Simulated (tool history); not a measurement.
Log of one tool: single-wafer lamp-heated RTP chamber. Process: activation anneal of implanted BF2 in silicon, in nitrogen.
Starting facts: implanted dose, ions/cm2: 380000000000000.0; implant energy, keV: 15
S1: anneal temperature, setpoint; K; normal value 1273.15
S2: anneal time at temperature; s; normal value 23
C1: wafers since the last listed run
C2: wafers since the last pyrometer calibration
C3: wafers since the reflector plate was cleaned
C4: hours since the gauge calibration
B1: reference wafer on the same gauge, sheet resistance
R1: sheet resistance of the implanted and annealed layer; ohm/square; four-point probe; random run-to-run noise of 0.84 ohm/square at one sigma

{"run": 1, "hour": 0.0, "S1": 1273.15, "S2": 23, "C1": 0, "C2": 403, "C3": 869, "C4": 683.5, "B1": 330.63, "R1": 344.01}
{"run": 2, "hour": 99.9, "S1": 1273.15, "S2": 23, "C1": 1587, "C2": 1990, "C3": 2457, "C4": 783.4, "B1": 330.83, "R1": 344.75}
{"run": 3, "hour": 136.8, "S1": 1273.15, "S2": 32, "C1": 586, "C2": 2577, "C3": 3043, "C4": 820.3, "B1": 330.62, "R1": 338.59}
{"hour": 202.8, "done": "pyrometer window cleaned and pyrometer calibrated"}
{"run": 4, "hour": 218.7, "S1": 1273.15, "S2": 32, "C1": 1174, "C2": 252, "C3": 4218, "C4": 902.2, "B1": 330.77, "R1": 342.16}
{"hour": 294.2, "done": "reflector plate cleaned"}
{"run": 5, "hour": 308.6, "S1": 1273.15, "S2": 23, "C1": 1301, "C2": 1554, "C3": 229, "C4": 992.1, "B1": 330.56, "R1": 344.67}
{"run": 6, "hour": 390.5, "S1": 1273.15, "S2": 23, "C1": 1301, "C2": 2855, "C3": 1530, "C4": 1074.0, "B1": 330.91, "R1": 342.75}
{"hour": 467.9, "done": "pyrometer window cleaned and pyrometer calibrated"}
{"run": 7, "hour": 484.8, "S1": 1257.15, "S2": 27, "C1": 1371, "C2": 268, "C3": 2902, "C4": 1168.3, "B1": 330.83, "R1": 353.24}
{"run": 8, "hour": 583.2, "S1": 1251.15, "S2": 23, "C1": 1563, "C2": 1832, "C3": 4466, "C4": 1266.7, "B1": 330.71, "R1": 356.06}
{"hour": 614.6, "done": "reflector plate cleaned"}
{"hour": 627.1, "done": "gauge calibrated"}
{"run": 9, "hour": 651.6, "S1": 1252.15, "S2": 19, "C1": 959, "C2": 2792, "C3": 588, "C4": 24.5, "B1": 331.04, "R1": 356.13}
{"hour": 687.5, "done": "pyrometer window cleaned and pyrometer calibrated"}
{"run": 10, "hour": 722.4, "S1": 1253.15, "S2": 13, "C1": 998, "C2": 554, "C3": 1586, "C4": 95.3, "B1": 331.16, "R1": 367.4}
{"run": 11, "hour": 792.4, "S1": 1273.15, "S2": 23, "C1": 1112, "C2": 1666, "C3": 2699, "C4": 165.3, "B1": 331.54, "R1": 345.59}
{"run": 12, "hour": 856.3, "S1": 1292.15, "S2": 19, "C1": 1015, "C2": 2682, "C3": 3714, "C4": 229.2, "B1": 331.12, "R1": 336.78}
{"run": 13, "hour": 936.5, "S1": 1273.15, "S2": 15, "C1": 1274, "C2": 3956, "C3": 4989, "C4": 309.4, "B1": 330.92, "R1": 346.36}
{"hour": 950.3, "done": "pyrometer window cleaned and pyrometer calibrated"}
{"hour": 987.3, "done": "reflector plate cleaned"}
{"run": 14, "hour": 1022.6, "S1": 1299.15, "S2": 28, "C1": 1114, "C2": 1021, "C3": 561, "C4": 395.5, "B1": 330.72, "R1": 331.95}
{"run": 15, "hour": 1125.8, "S1": 1273.15, "S2": 23, "C1": 1640, "C2": 2661, "C3": 2201, "C4": 498.7, "B1": 331.12, "R1": 341.95}

Branching from run 15: 5 alternative next runs. What would each branch give?
{"run": "A", "hour": 1126.2, "S1": 1273.15, "S2": 23, "C1": 6, "C2": 2667, "C3": 2207, "C4": 499.1, "B1": "?", "R1": "?"}
{"run": "B", "hour": 1126.2, "S1": 1295.15, "S2": 11, "C1": 6, "C2": 2667, "C3": 2207, "C4": 499.1, "B1": "?", "R1": "?"}
{"run": "C", "hour": 1126.2, "S1": 1298.15, "S2": 19, "C1": 6, "C2": 2667, "C3": 2207, "C4": 499.1, "B1": "?", "R1": "?"}
{"run": "D", "hour": 1126.2, "S1": 1273.15, "S2": 30, "C1": 6, "C2": 2667, "C3": 2207, "C4": 499.1, "B1": "?", "R1": "?"}
{"run": "E", "hour": 1126.2, "S1": 1248.15, "S2": 14, "C1": 6, "C2": 2667, "C3": 2207, "C4": 499.1, "B1": "?", "R1": "?"}

run=A B1=331.25 R1=342.21
run=B B1=331.25 R1=342.65
run=C B1=331.25 R1=334.92
run=D B1=331.25 R1=339.12
run=E B1=331.25 R1=363.43
What these runs would have given with no unlogged condition in the tool:
run=A R1=345.76
run=B R1=345.68
run=C R1=338.67
run=D R1=342.74
run=E R1=374.95
